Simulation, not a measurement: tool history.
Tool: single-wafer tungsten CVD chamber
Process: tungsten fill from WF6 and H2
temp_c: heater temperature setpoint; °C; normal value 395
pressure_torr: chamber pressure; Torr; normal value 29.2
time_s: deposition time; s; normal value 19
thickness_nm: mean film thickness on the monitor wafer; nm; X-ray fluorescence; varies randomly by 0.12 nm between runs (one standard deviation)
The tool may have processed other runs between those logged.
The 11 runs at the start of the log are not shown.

run,hour,temp_c,pressure_torr,time_s,wafers since the last listed run,hours since the last thermocouple change,hours since the last manometer calibration,hours since the showerhead was replaced,hours since the gauge calibration,"read-back reference wafer on the same gauge, thickness_nm",thickness_nm
# hour 742.4: showerhead replaced
12,764.5,395,34.1,19,1532,1838,1856.2,22.1,342,58.198,58.96
# hour 823.3: capacitance manometer re-zeroed and calibrated
13,855.5,410,34.8,19,2032,1929,32.2,113.1,433,58.21,81.764
14,910.3,389,33.6,16.2,1341,1983.8,87,167.9,487.8,58.198,44.241
15,1006.4,390,32.7,19,2353,2079.9,183.1,264,583.9,58.189,52.213
# hour 1216.6: thermocouple changed; heater temperature recalibrated
16,1222.5,399,35.5,21.3,5095,5.9,399.2,480.1,800,58.214,74.335
17,1286.5,395,29.2,19,1567,69.9,463.2,544.1,864,58.181,54.609
18,1371.8,399,32.4,16.8,2088,155.2,548.5,629.4,949.3,58.202,55.765
19,1466.7,395,29.2,19,2323,250.1,643.4,724.3,1044.2,58.226,54.634
# hour 1517.1: capacitance manometer re-zeroed and calibrated, repeated, since the last time left the tool worse
20,1521.4,395,29.2,19,1143,304.8,4.3,779,1098.9,58.199,52.795
21,1576.5,400,33.4,15.8,1349,359.9,59.4,834.1,1154,58.222,52.612
22,1683.6,395,29.2,17.8,2622,467,166.5,941.2,1261.1,58.212,49.141
23,1787.7,403,26.6,19,2549,571.1,270.6,1045.3,1365.2,58.218,58.713
24,1895.2,400,22.7,19,2632,678.6,378.1,1152.8,1472.7,58.219,50.301
25,1937.1,381,35.5,19,1026,720.5,420,1194.7,1514.6,58.223,43.26
26,2021.4,400,24.8,15.8,2064,804.8,504.3,1279,1598.9,58.225,44.218
27,2108.5,395,23.9,19,2132,891.9,591.4,1366.1,1686,58.17,46.687
28,2172.8,384,23.1,17.2,1574,956.2,655.7,1430.4,1750.3,58.18,32.375
29,2276.7,407,23.9,19,2544,1060.1,759.6,1534.3,1854.2,58.219,59.944
30,2366.7,395,29.2,19,2203,1150.1,849.6,1624.3,1944.2,58.191,52.78
31,2468.1,395,25,19,2483,1251.5,951,1725.7,2045.6,58.25,48.087
32,2531.5,395,32.7,16.8,1552,1314.9,1014.4,1789.1,2109,58.177,50.073
33,2636.5,404,31.8,22.6,2571,1419.9,1119.4,1894.1,2214,58.209,80.316
34,2695.5,395,29.2,19,1444,1478.9,1178.4,1953.1,2273,58.16,53.285
35,2801.8,408,35.5,15.5,2603,1585.2,1284.7,2059.4,2379.3,58.233,63.149

Predict each of these 3 candidate next runs independently; none follows another, all start after run 35:
A,2802.2,395,34.8,19,9,1585.6,1285.1,2059.8,2379.7,?,?
B,2802.2,406,35.4,16.6,9,1585.6,1285.1,2059.8,2379.7,?,?
C,2802.2,403,35.9,22,9,1585.6,1285.1,2059.8,2379.7,?,?

run,"read-back reference wafer on the same gauge, thickness_nm",thickness_nm
A,58.187,59.047
B,58.187,65.286
C,58.187,82.221
Without the tool's hidden state the same runs would have given:
run,thickness_nm
A,58.598
B,64.79
C,81.596
